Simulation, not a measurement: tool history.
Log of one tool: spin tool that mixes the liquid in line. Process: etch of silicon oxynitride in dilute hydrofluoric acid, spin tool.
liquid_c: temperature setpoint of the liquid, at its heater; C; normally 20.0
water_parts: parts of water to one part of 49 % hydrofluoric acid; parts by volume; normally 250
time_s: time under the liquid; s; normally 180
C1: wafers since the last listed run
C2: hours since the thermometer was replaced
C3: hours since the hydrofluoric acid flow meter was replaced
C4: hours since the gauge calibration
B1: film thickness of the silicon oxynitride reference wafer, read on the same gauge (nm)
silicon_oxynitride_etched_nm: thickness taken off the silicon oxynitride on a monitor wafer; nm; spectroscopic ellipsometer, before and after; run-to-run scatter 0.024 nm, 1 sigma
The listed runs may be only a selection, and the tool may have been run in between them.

run 1 hour=0.0 | liquid_c=20.0 water_parts=250 time_s=115 | C1=0 C2=2148.4 C3=1088.9 C4=102.4 | B1=149.998 | silicon_oxynitride_etched_nm=1.352
run 2 hour=22.7 | liquid_c=20.0 water_parts=250 time_s=115 | C1=168 C2=2171.1 C3=1111.6 C4=125.1 | B1=150.005 | silicon_oxynitride_etched_nm=1.354
run 3 hour=45.7 | liquid_c=20.0 water_parts=250 time_s=115 | C1=171 C2=2194.1 C3=1134.6 C4=148.1 | B1=150.017 | silicon_oxynitride_etched_nm=1.341
run 4 hour=58.2 | liquid_c=20.0 water_parts=250 time_s=130 | C1=93 C2=2206.6 C3=1147.1 C4=160.6 | B1=149.998 | silicon_oxynitride_etched_nm=1.526
run 5 hour=80.2 | liquid_c=20.0 water_parts=250 time_s=150 | C1=163 C2=2228.6 C3=1169.1 C4=182.6 | B1=150.005 | silicon_oxynitride_etched_nm=1.723
run 6 hour=96.4 | liquid_c=20.0 water_parts=250 time_s=150 | C1=120 C2=2244.8 C3=1185.3 C4=198.8 | B1=150.026 | silicon_oxynitride_etched_nm=1.778
run 7 hour=130.1 | liquid_c=20.0 water_parts=250 time_s=150 | C1=250 C2=2278.5 C3=1219.0 C4=232.5 | B1=149.993 | silicon_oxynitride_etched_nm=1.748
-- hour=131.9 gauge calibrated
run 8 hour=155.6 | liquid_c=20.0 water_parts=250 time_s=180 | C1=189 C2=2304.0 C3=1244.5 C4=23.7 | B1=149.997 | silicon_oxynitride_etched_nm=2.119
-- hour=170.9 hydrofluoric acid flow meter replaced
run 9 hour=186.9 | liquid_c=17.5 water_parts=310 time_s=250 | C1=225 C2=2335.3 C3=16.0 C4=55.0 | B1=149.986 | silicon_oxynitride_etched_nm=2.013
run 10 hour=211.9 | liquid_c=17.0 water_parts=250 time_s=265 | C1=186 C2=2360.3 C3=41.0 C4=80.0 | B1=150.013 | silicon_oxynitride_etched_nm=2.734
-- hour=220.3 thermometer replaced
run 11 hour=244.9 | liquid_c=22.5 water_parts=160 time_s=270 | C1=238 C2=24.6 C3=74.0 C4=113.0 | B1=149.993 | silicon_oxynitride_etched_nm=5.954

Forecast run 12:
run 12 hour=272.5 | liquid_c=17.0 water_parts=320 time_s=180 | C1=205 C2=52.2 C3=101.6 C4=140.6 | B1=? | silicon_oxynitride_etched_nm=?

B1: 149.997
silicon_oxynitride_etched_nm: 1.402 nm
Had the tool carried no hidden state, the very same run would have given silicon_oxynitride_etched_nm 1.402 nm.
